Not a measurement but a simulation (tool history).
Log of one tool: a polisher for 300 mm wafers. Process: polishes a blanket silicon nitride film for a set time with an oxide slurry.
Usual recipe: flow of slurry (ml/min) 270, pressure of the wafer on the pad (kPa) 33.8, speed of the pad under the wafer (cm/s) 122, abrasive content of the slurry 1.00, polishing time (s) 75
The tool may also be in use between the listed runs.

run,day,flow of slurry (ml/min),pressure of the wafer on the pad (kPa),speed of the pad under the wafer (cm/s),abrasive content of the slurry,polishing time (s),"incoming thickness of the incoming film, nm",film removed (Å)
1,0.000,270,33.8,122,1.00,75,287.0,772
2,1.142,270,33.8,122,1.00,75,296.1,754
3,2.196,270,33.8,122,1.00,75,289.0,740
4,2.704,270,33.8,122,0.90,75,292.7,703
5,4.358,270,33.8,122,0.90,75,290.6,700
# day 5.704: worn pad replaced by a new one
6,5.767,270,33.8,122,1.00,75,285.3,722
7,7.175,270,33.8,122,1.00,75,295.6,719
# day 7.858: slurry blender recalibrated
8,7.912,200,33.8,112,1.00,75,293.8,697
9,8.712,270,33.8,122,1.00,75,291.5,747
10,9.504,270,33.8,90,1.10,75,287.0,603
# day 9.788: conditioning disc replaced and pad reconditioned
11,10.896,350,37.2,122,1.00,50,292.9,538
# day 11.238: slurry nozzle cleaned
12,11.921,270,33.8,122,1.00,75,286.2,718
13,13.133,270,45.5,84,1.10,75,287.6,717
# day 14.183: worn pad replaced by a new one, of another model than before
14,14.354,205,33.8,122,1.00,75,291.0,671
# day 14.625: slurry blender recalibrated
15,15.846,270,33.8,122,1.15,75,289.7,802
# day 16.683: head pressure recalibrated
16,16.996,270,33.8,122,1.00,75,284.9,724
17,18.308,270,33.8,122,1.00,75,287.8,722
18,19.262,270,33.8,122,0.90,75,288.3,689

Forecast run 19:
19,20.433,190,44.1,82,0.75,75,293.1,?

{"run 19": {"film removed (Å)": 570}}
The same run, on a tool lacking any hidden state, would have yielded film removed (Å) 627.

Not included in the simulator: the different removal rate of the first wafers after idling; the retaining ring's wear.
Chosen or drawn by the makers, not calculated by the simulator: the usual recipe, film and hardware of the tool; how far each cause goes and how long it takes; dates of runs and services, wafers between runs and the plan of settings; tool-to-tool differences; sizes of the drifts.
